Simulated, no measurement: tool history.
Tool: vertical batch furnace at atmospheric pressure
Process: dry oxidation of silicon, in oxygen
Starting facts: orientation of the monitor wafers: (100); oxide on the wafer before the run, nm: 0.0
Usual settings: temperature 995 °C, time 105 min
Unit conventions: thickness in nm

run,day,temperature,time,"read-back reference wafer on the same gauge, thickness",thickness
1,0,1000,105,75.73,73.23
2,0.746,1000,105,75.72,73.39
3,1.579,1000,105,75.69,73.39
4,2.596,995,81,75.74,59.02
5,3.721,995,81,75.68,58.96
6,4.229,995,81,75.68,58.76
7,5.629,995,105,75.73,69.88
8,6.479,995,74,75.66,55.41
9,7.925,995,105,75.71,70.1
# day 8.412: gauge calibrated
10,9.104,995,105,75.7,70.07
11,9.7,990,105,75.72,67.13
12,10.958,990,105,75.69,67.11
13,11.888,995,138,75.72,84.68
14,12.442,985,105,75.65,63.79
15,13.617,985,105,75.65,63.63
16,15.075,995,105,75.67,70.18
17,16.504,986,82,75.72,54.21
18,17.583,995,105,75.67,70.59
19,18.988,995,65.5,75.69,51.46
20,20.012,977,105,75.72,58.97
# day 21.162: thermocouples replaced and temperature profile calibrated
21,21.183,982,79.5,75.74,48.75
22,21.45,1016,144,75.67,100.64
23,22.658,1016,143,75.69,100.42
24,23.925,1002,121.5,75.65,78.75
25,25.321,970,72.5,75.66,41.58
26,26.225,995,105,75.68,66.52
# day 27.742: boat lift adjusted
27,27.762,979,138.5,75.75,69.8
28,28.029,974,134,75.69,66.02
29,28.854,995,105,75.73,66.65
30,29.7,1006,149.5,75.68,94.36
31,30.229,995,74,75.68,52.45
32,31.029,1006,149.5,75.72,94.84
33,32.367,1016,53.5,75.67,52.16
34,33.812,1007,66,75.69,55.01
35,34.608,1015,79,75.75,66.48
36,35.912,981,60.5,75.68,40.61
37,36.633,995,105,75.67,67.05
38,37.621,982,129,75.75,68.5
39,38.617,1005,88,75.75,65.32

What if the next run were any one of these 4? Each begins from the tool's condition after run 39:
A,38.888,995,105,?,?
B,38.888,1005,141,?,?
C,38.888,981,105,?,?
D,38.888,1019,105,?,?

run,"read-back reference wafer on the same gauge, thickness",thickness
A,75.74,67.15
B,75.74,90.59
C,75.74,58.95
D,75.74,84.29
Without the tool's hidden state the same runs would have given:
run,thickness
A,66.72
B,90.05
C,58.63
D,83.8
